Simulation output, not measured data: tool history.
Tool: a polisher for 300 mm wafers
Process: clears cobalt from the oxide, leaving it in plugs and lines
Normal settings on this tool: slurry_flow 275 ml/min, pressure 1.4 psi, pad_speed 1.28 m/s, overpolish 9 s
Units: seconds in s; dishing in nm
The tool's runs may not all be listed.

| run | hour | slurry_flow | pressure | pad_speed | overpolish | wafers since the last listed run | wafers polished on this pad | hours since the slurry nozzle was cleaned | hours since the head pressure was calibrated | incoming thickness of the incoming film, nm | seconds | dishing |
|---|---|---|---|---|---|---|---|---|---|---|---|---|
| 1 | 0.0 | 275 | 1.4 | 1.28 | 9 | 0 | 2750 | 253.3 | 217.8 | 319.8 | 79.0 | 31.8 |
| 2 | 47.5 | 275 | 1.4 | 1.28 | 9 | 372 | 3123 | 300.8 | 265.3 | 322.0 | 78.1 | 32.7 |
| 3 | 85.2 | 275 | 1.4 | 1.28 | 9 | 295 | 3418 | 338.5 | 303.0 | 316.5 | 77.1 | 32.4 |
| 4 | 128.4 | 275 | 1.4 | 1.28 | 9 | 338 | 3757 | 381.7 | 346.2 | 320.2 | 79.5 | 31.9 |
|  | 166.2 | worn pad replaced by a new one |
| 5 | 172.2 | 275 | 1.4 | 1.28 | 9 | 312 | 46 | 425.5 | 390.0 | 324.6 | 79.0 | 33.5 |
| 6 | 200.4 | 275 | 1.4 | 1.28 | 9 | 221 | 268 | 453.7 | 418.2 | 313.6 | 77.1 | 31.1 |
|  | 245.6 | head pressure recalibrated |
| 7 | 246.1 | 275 | 1.4 | 1.28 | 9 | 342 | 610 | 499.4 | 0.5 | 320.6 | 69.0 | 35.4 |
|  | 267.8 | slurry nozzle cleaned |
| 8 | 280.8 | 275 | 1.4 | 1.28 | 9 | 264 | 875 | 13.0 | 35.2 | 321.8 | 74.0 | 34.5 |
| 9 | 348.1 | 275 | 1.4 | 1.28 | 9 | 527 | 1403 | 80.3 | 102.5 | 319.8 | 75.1 | 32.8 |
| 10 | 394.1 | 275 | 1.8 | 1.28 | 9 | 360 | 1763 | 126.3 | 148.5 | 319.1 | 60.5 | 37.7 |
| 11 | 464.7 | 275 | 1.8 | 1.28 | 9 | 553 | 2317 | 196.9 | 219.1 | 317.1 | 59.3 | 38.9 |
| 12 | 591.4 | 350 | 1.6 | 1.52 | 9 | 993 | 3311 | 323.6 | 345.8 | 315.0 | 54.4 | 40.0 |
| 13 | 630.6 | 275 | 1.4 | 1.28 | 9 | 307 | 3619 | 362.8 | 385.0 | 326.7 | 81.2 | 32.4 |
| 14 | 660.1 | 275 | 0.9 | 1.28 | 9 | 231 | 3850 | 392.3 | 414.5 | 320.4 | 118.3 | 23.2 |
|  | 691.1 | worn pad replaced by a new one |
| 15 | 693.3 | 275 | 1.8 | 0.86 | 9 | 229 | 17 | 425.5 | 447.7 | 316.8 | 91.3 | 28.9 |
|  | 735.6 | slurry nozzle cleaned |
| 16 | 740.0 | 320 | 1.6 | 1.28 | 6 | 358 | 375 | 4.4 | 494.4 | 324.3 | 69.0 | 26.1 |
| 17 | 798.4 | 275 | 1.4 | 1.28 | 5 | 458 | 834 | 62.8 | 552.8 | 322.2 | 78.6 | 19.6 |
|  | 841.1 | head pressure recalibrated |
| 18 | 998.2 | 275 | 1.7 | 1.28 | 9 | 1551 | 2385 | 262.6 | 157.1 | 313.3 | 61.4 | 38.6 |
| 19 | 1027.9 | 330 | 1.8 | 1.28 | 6 | 232 | 2618 | 292.3 | 186.8 | 318.1 | 58.7 | 29.1 |
| 20 | 1090.2 | 275 | 1.4 | 1.28 | 9 | 488 | 3107 | 354.6 | 249.1 | 318.0 | 77.8 | 31.4 |
| 21 | 1134.1 | 215 | 1.0 | 0.98 | 14 | 344 | 3451 | 398.5 | 293.0 | 321.5 | 145.7 | 27.5 |
| 22 | 1168.2 | 180 | 1.4 | 1.28 | 13 | 267 | 3719 | 432.6 | 327.1 | 323.3 | 83.8 | 40.6 |
|  | 1209.7 | worn pad replaced by a new one |
| 23 | 1234.5 | 205 | 1.0 | 1.28 | 9 | 488 | 194 | 498.9 | 393.4 | 323.6 | 110.5 | 25.5 |
| 24 | 1289.7 | 275 | 1.8 | 1.12 | 9 | 432 | 627 | 554.1 | 448.6 | 320.2 | 72.0 | 34.4 |
|  | 1293.3 | slurry nozzle cleaned |
|  | 1342.9 | head pressure recalibrated |
| 25 | 1354.5 | 275 | 1.4 | 1.28 | 9 | 484 | 1112 | 61.2 | 11.6 | 326.0 | 72.5 | 33.6 |
| 26 | 1398.7 | 340 | 1.4 | 1.28 | 6 | 346 | 1458 | 105.4 | 55.8 | 320.6 | 73.3 | 24.7 |
| 27 | 1589.7 | 275 | 1.4 | 1.28 | 9 | 1498 | 2956 | 296.4 | 246.8 | 314.5 | 76.7 | 31.4 |
| 28 | 1657.2 | 245 | 1.4 | 1.28 | 9 | 529 | 3486 | 363.9 | 314.3 | 320.9 | 79.1 | 31.3 |
| 29 | 1701.4 | 275 | 1.4 | 1.28 | 9 | 346 | 3833 | 408.1 | 358.5 | 325.9 | 79.2 | 30.5 |
| 30 | 1768.5 | 345 | 1.4 | 1.28 | 9 | 526 | 4359 | 475.2 | 425.6 | 322.6 | 78.5 | 31.6 |
|  | 1776.0 | worn pad replaced by a new one |
|  | 1783.2 | slurry nozzle cleaned |
|  | 1822.2 | head pressure recalibrated |
| 31 | 1822.8 | 195 | 1.4 | 1.64 | 9 | 371 | 343 | 39.6 | 0.6 | 321.6 | 56.2 | 40.2 |
| 32 | 1856.1 | 190 | 1.0 | 1.14 | 12 | 261 | 605 | 72.9 | 33.9 | 322.1 | 112.2 | 30.8 |
| 33 | 1882.9 | 310 | 1.4 | 1.68 | 9 | 210 | 815 | 99.7 | 60.7 | 323.3 | 54.6 | 38.6 |
| 34 | 1998.1 | 275 | 1.4 | 1.28 | 6 | 903 | 1718 | 214.9 | 175.9 | 322.1 | 75.9 | 24.0 |

Predict each of these 4 candidate next runs independently; none follows another, all start after run 34:
| A | 1998.6 | 275 | 1.4 | 1.28 | 9 | 3 | 1722 | 215.4 | 176.4 | 320.7 | ? | ? |
| B | 1998.6 | 310 | 1.4 | 1.28 | 13 | 3 | 1722 | 215.4 | 176.4 | 320.7 | ? | ? |
| C | 1998.6 | 250 | 1.4 | 1.28 | 9 | 3 | 1722 | 215.4 | 176.4 | 320.7 | ? | ? |
| D | 1998.6 | 345 | 1.6 | 1.12 | 12 | 3 | 1722 | 215.4 | 176.4 | 320.7 | ? | ? |

| run | seconds | dishing |
|---|---|---|
| A | 76.8 | 32.5 |
| B | 76.2 | 42.1 |
| C | 77.4 | 32.3 |
| D | 76.3 | 40.0 |
Without the tool's unlogged condition, the same runs would have read:
| run | seconds | dishing |
|---|---|---|
| A | 71.0 | 34.4 |
| B | 70.5 | 44.2 |
| C | 71.5 | 34.2 |
| D | 70.5 | 42.0 |

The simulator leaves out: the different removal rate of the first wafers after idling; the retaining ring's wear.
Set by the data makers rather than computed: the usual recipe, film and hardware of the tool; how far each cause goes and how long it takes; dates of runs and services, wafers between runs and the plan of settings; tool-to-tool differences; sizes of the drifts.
